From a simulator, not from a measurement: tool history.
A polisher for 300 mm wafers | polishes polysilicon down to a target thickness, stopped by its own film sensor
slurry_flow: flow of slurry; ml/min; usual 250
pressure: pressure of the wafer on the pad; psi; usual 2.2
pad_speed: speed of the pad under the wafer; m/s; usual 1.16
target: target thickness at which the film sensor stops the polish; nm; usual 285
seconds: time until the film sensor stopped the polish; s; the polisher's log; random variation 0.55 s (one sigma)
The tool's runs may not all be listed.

run	hour	slurry_flow	pressure	pad_speed	target	incoming thickness of the incoming film, nm	seconds
1	0	250	2.2	1.16	285	777.1	65.6
2	99.7	250	2.2	1.16	285	784.3	67.7
3	113.8	250	2.2	1.16	285	771.5	66.2
4	138.7	250	2.2	1.16	285	778.8	66.8
5	173.4	280	2.2	1.16	210	775.9	75.5
6	200.3	280	2.2	1.16	210	783.4	77.1
7	212.3	280	2.2	1.16	210	777.3	76.6
8	236.1	250	2.2	1.16	285	777	66.9
9	260.8	250	2.2	1.16	285	792.3	69.1
10	290.1	250	2.2	1.16	285	771.4	67
11	306.3	250	2.2	1.16	285	776	65.6
12	322.1	250	2.2	1.16	285	782.2	68.4
13	347.1	250	2.2	1.16	285	781.5	67.8
14	380.9	250	2.2	1.16	285	782.3	68.1
15	400.5	250	2.2	1.16	285	771.9	65.6
16	431.9	185	2	1.48	378	781.2	48.8
17	462.3	250	2.2	0.78	440	787.8	71.5
18	487.1	250	2.2	1.16	285	770.1	67.1
19	521.6	250	2.2	0.98	285	774.2	79.3
20	551.6	225	2	1.4	128	771.4	80.5
21	571.1	175	1.4	1.16	402	780.7	86.7
22	603.4	250	2.2	1.16	285	786.4	68
23	635.2	175	3	0.9	213	763.4	75.3
24	653.9	175	2.2	1.46	285	777.4	56

Not shown: 6 entries that the log had between the listed runs. Between which runs, and how does the tool's hidden state differ before and after?
Between runs 1 and 2: worn pad replaced by a new one (hour 87.5)
  no hidden state differs between the two runs
Between runs 5 and 6: head pressure recalibrated (hour 197)
  no hidden state differs between the two runs
Between runs 7 and 8: worn pad replaced by a new one (hour 217.5)
  no hidden state differs between the two runs
Between runs 13 and 14: worn pad replaced by a new one (hour 369.8)
  no hidden state differs between the two runs
Between runs 17 and 18: slurry nozzle cleaned (hour 481.2)
  no hidden state differs between the two runs
Between runs 19 and 20: worn pad replaced by a new one (hour 527.7)
  no hidden state differs between the two runs

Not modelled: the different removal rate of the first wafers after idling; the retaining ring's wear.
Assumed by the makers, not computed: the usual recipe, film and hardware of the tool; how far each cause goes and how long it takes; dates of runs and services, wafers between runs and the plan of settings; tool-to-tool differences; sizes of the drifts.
